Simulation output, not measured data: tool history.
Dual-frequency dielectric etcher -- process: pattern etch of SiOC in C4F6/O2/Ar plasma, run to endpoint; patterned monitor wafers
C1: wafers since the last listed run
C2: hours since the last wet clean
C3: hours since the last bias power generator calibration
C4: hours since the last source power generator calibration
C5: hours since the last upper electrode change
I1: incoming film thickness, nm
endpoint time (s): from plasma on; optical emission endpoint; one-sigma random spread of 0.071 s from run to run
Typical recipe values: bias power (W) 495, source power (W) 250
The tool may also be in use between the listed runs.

{"run": 1, "hour": 0.0, "bias power (W)": 495, "source power (W)": 250, "C1": 0, "C2": 284.6, "C3": 1350.6, "C4": 1235.3, "C5": 1815.4, "I1": 53, "endpoint time (s)": 21.9}
{"run": 2, "hour": 39.1, "bias power (W)": 461, "source power (W)": 250, "C1": 536, "C2": 323.7, "C3": 1389.7, "C4": 1274.4, "C5": 1854.5, "I1": 53.1, "endpoint time (s)": 22.4}
{"hour": 82.4, "done": "wet clean of the chamber"}
{"run": 3, "hour": 102.3, "bias power (W)": 495, "source power (W)": 250, "C1": 538, "C2": 19.9, "C3": 1452.9, "C4": 1337.6, "C5": 1917.7, "I1": 52.5, "endpoint time (s)": 22.1}
{"run": 4, "hour": 131.2, "bias power (W)": 495, "source power (W)": 250, "C1": 396, "C2": 48.8, "C3": 1481.8, "C4": 1366.5, "C5": 1946.6, "I1": 52.8, "endpoint time (s)": 22.1}
{"run": 5, "hour": 161.5, "bias power (W)": 495, "source power (W)": 250, "C1": 416, "C2": 79.1, "C3": 1512.1, "C4": 1396.8, "C5": 1976.9, "I1": 53.2, "endpoint time (s)": 22.4}
{"run": 6, "hour": 189.5, "bias power (W)": 495, "source power (W)": 250, "C1": 384, "C2": 107.1, "C3": 1540.1, "C4": 1424.8, "C5": 2004.9, "I1": 52.6, "endpoint time (s)": 22.1}
{"run": 7, "hour": 244.9, "bias power (W)": 495, "source power (W)": 290, "C1": 760, "C2": 162.5, "C3": 1595.5, "C4": 1480.2, "C5": 2060.3, "I1": 53.3, "endpoint time (s)": 20.9}
{"run": 8, "hour": 285.2, "bias power (W)": 495, "source power (W)": 290, "C1": 553, "C2": 202.8, "C3": 1635.8, "C4": 1520.5, "C5": 2100.6, "I1": 52.7, "endpoint time (s)": 20.7}
{"hour": 334.9, "done": "source power generator calibrated"}
{"run": 9, "hour": 354.6, "bias power (W)": 495, "source power (W)": 230, "C1": 898, "C2": 272.2, "C3": 1705.2, "C4": 19.7, "C5": 2170, "I1": 52.6, "endpoint time (s)": 22.4}
{"hour": 427.7, "done": "upper electrode replaced"}
{"run": 10, "hour": 447.6, "bias power (W)": 411, "source power (W)": 250, "C1": 947, "C2": 365.2, "C3": 1798.2, "C4": 112.7, "C5": 19.9, "I1": 52.7, "endpoint time (s)": 22.4}
{"run": 11, "hour": 477.4, "bias power (W)": 495, "source power (W)": 250, "C1": 409, "C2": 395, "C3": 1828, "C4": 142.5, "C5": 49.7, "I1": 52.6, "endpoint time (s)": 21.6}
{"run": 12, "hour": 512.3, "bias power (W)": 613, "source power (W)": 310, "C1": 479, "C2": 429.9, "C3": 1862.9, "C4": 177.4, "C5": 84.6, "I1": 52.5, "endpoint time (s)": 18.4}
{"hour": 550.0, "done": "wet clean of the chamber"}
{"run": 13, "hour": 578.3, "bias power (W)": 438, "source power (W)": 300, "C1": 576, "C2": 28.3, "C3": 1928.9, "C4": 243.4, "C5": 150.6, "I1": 53, "endpoint time (s)": 20.8}
{"hour": 599.4, "done": "bias power generator calibrated"}
{"run": 14, "hour": 633.9, "bias power (W)": 575, "source power (W)": 230, "C1": 708, "C2": 83.9, "C3": 34.5, "C4": 299, "C5": 206.2, "I1": 52.5, "endpoint time (s)": 21.6}
{"run": 15, "hour": 692.6, "bias power (W)": 495, "source power (W)": 250, "C1": 806, "C2": 142.6, "C3": 93.2, "C4": 357.7, "C5": 264.9, "I1": 52.8, "endpoint time (s)": 21.6}
{"run": 16, "hour": 761.3, "bias power (W)": 495, "source power (W)": 250, "C1": 943, "C2": 211.3, "C3": 161.9, "C4": 426.4, "C5": 333.6, "I1": 53, "endpoint time (s)": 21.8}
{"run": 17, "hour": 790.8, "bias power (W)": 596, "source power (W)": 280, "C1": 405, "C2": 240.8, "C3": 191.4, "C4": 455.9, "C5": 363.1, "I1": 53, "endpoint time (s)": 19.8}
{"run": 18, "hour": 819.7, "bias power (W)": 495, "source power (W)": 280, "C1": 396, "C2": 269.7, "C3": 220.3, "C4": 484.8, "C5": 392, "I1": 53.3, "endpoint time (s)": 20.9}
{"run": 19, "hour": 890.2, "bias power (W)": 495, "source power (W)": 250, "C1": 968, "C2": 340.2, "C3": 290.8, "C4": 555.3, "C5": 462.5, "I1": 53.1, "endpoint time (s)": 21.7}
{"run": 20, "hour": 949.1, "bias power (W)": 601, "source power (W)": 190, "C1": 808, "C2": 399.1, "C3": 349.7, "C4": 614.2, "C5": 521.4, "I1": 52.5, "endpoint time (s)": 23.2}
{"hour": 1008.4, "done": "wet clean of the chamber"}
{"run": 21, "hour": 1008.9, "bias power (W)": 495, "source power (W)": 250, "C1": 491, "C2": 0.5, "C3": 409.5, "C4": 674, "C5": 581.2, "I1": 52.9, "endpoint time (s)": 22.1}
{"run": 22, "hour": 1052.1, "bias power (W)": 537, "source power (W)": 220, "C1": 593, "C2": 43.7, "C3": 452.7, "C4": 717.2, "C5": 624.4, "I1": 53.2, "endpoint time (s)": 22.9}

Here are 5 independent what-if runs from the current tool condition. What would each one return?
{"run": "A", "hour": 1052.5, "bias power (W)": 495, "source power (W)": 300, "C1": 5, "C2": 44.1, "C3": 453.1, "C4": 717.6, "C5": 624.8, "I1": 53, "endpoint time (s)": "?"}
{"run": "B", "hour": 1052.5, "bias power (W)": 495, "source power (W)": 210, "C1": 5, "C2": 44.1, "C3": 453.1, "C4": 717.6, "C5": 624.8, "I1": 53, "endpoint time (s)": "?"}
{"run": "C", "hour": 1052.5, "bias power (W)": 379, "source power (W)": 250, "C1": 5, "C2": 44.1, "C3": 453.1, "C4": 717.6, "C5": 624.8, "I1": 53, "endpoint time (s)": "?"}
{"run": "D", "hour": 1052.5, "bias power (W)": 495, "source power (W)": 200, "C1": 5, "C2": 44.1, "C3": 453.1, "C4": 717.6, "C5": 624.8, "I1": 53, "endpoint time (s)": "?"}
{"run": "E", "hour": 1052.5, "bias power (W)": 529, "source power (W)": 210, "C1": 5, "C2": 44.1, "C3": 453.1, "C4": 717.6, "C5": 624.8, "I1": 53, "endpoint time (s)": "?"}

run=A endpoint_time_(s)=20.3
run=B endpoint_time_(s)=23.8
run=C endpoint_time_(s)=23.5
run=D endpoint_time_(s)=24.4
run=E endpoint_time_(s)=23.4
Had the tool no hidden state, the same runs would have come out as:
run=A endpoint_time_(s)=20.1
run=B endpoint_time_(s)=23.6
run=C endpoint_time_(s)=23.3
run=D endpoint_time_(s)=24.2
run=E endpoint_time_(s)=23.2
